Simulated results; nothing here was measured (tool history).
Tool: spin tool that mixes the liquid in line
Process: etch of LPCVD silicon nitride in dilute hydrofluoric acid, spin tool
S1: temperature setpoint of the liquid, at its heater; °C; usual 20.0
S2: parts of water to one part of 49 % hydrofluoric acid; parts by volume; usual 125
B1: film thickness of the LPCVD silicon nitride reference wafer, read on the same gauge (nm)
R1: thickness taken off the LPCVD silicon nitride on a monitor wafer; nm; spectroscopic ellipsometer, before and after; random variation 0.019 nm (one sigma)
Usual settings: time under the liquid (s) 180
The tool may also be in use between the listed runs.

{"run": 1, "day": 0.0, "S1": 22.0, "S2": 125, "time under the liquid (s)": 95, "B1": 140.004, "R1": 0.324}
{"run": 2, "day": 1.233, "S1": 20.0, "S2": 125, "time under the liquid (s)": 180, "B1": 139.981, "R1": 0.504}
{"run": 3, "day": 3.4, "S1": 20.0, "S2": 125, "time under the liquid (s)": 180, "B1": 139.996, "R1": 0.52}
{"run": 4, "day": 6.117, "S1": 20.0, "S2": 125, "time under the liquid (s)": 180, "B1": 139.983, "R1": 0.52}
{"run": 5, "day": 7.596, "S1": 20.0, "S2": 125, "time under the liquid (s)": 180, "B1": 140.006, "R1": 0.519}
{"run": 6, "day": 12.808, "S1": 20.0, "S2": 125, "time under the liquid (s)": 180, "B1": 140.024, "R1": 0.525}
{"day": 13.092, "done": "gauge calibrated"}
{"run": 7, "day": 14.079, "S1": 20.0, "S2": 125, "time under the liquid (s)": 180, "B1": 139.991, "R1": 0.512}
{"day": 14.167, "done": "hydrofluoric acid flow meter replaced"}
{"run": 8, "day": 15.2, "S1": 20.0, "S2": 125, "time under the liquid (s)": 105, "B1": 139.998, "R1": 0.304}
{"run": 9, "day": 17.5, "S1": 24.5, "S2": 140, "time under the liquid (s)": 125, "B1": 140.019, "R1": 0.453}
{"run": 10, "day": 20.088, "S1": 23.5, "S2": 155, "time under the liquid (s)": 275, "B1": 140.0, "R1": 0.778}
{"run": 11, "day": 21.875, "S1": 20.0, "S2": 125, "time under the liquid (s)": 180, "B1": 139.996, "R1": 0.512}
{"day": 22.808, "done": "thermometer replaced"}
{"run": 12, "day": 23.942, "S1": 23.0, "S2": 90, "time under the liquid (s)": 80, "B1": 139.992, "R1": 0.392}
{"run": 13, "day": 26.612, "S1": 20.0, "S2": 125, "time under the liquid (s)": 180, "B1": 140.015, "R1": 0.553}

The next listed run, before its measurement:
{"run": 14, "day": 28.721, "S1": 23.0, "S2": 180, "time under the liquid (s)": 180, "B1": "?", "R1": "?"}

Run 14 gave B1 139.997, R1 0.458 nm.
Without the tool's hidden state the same run would have given R1 0.458 nm.

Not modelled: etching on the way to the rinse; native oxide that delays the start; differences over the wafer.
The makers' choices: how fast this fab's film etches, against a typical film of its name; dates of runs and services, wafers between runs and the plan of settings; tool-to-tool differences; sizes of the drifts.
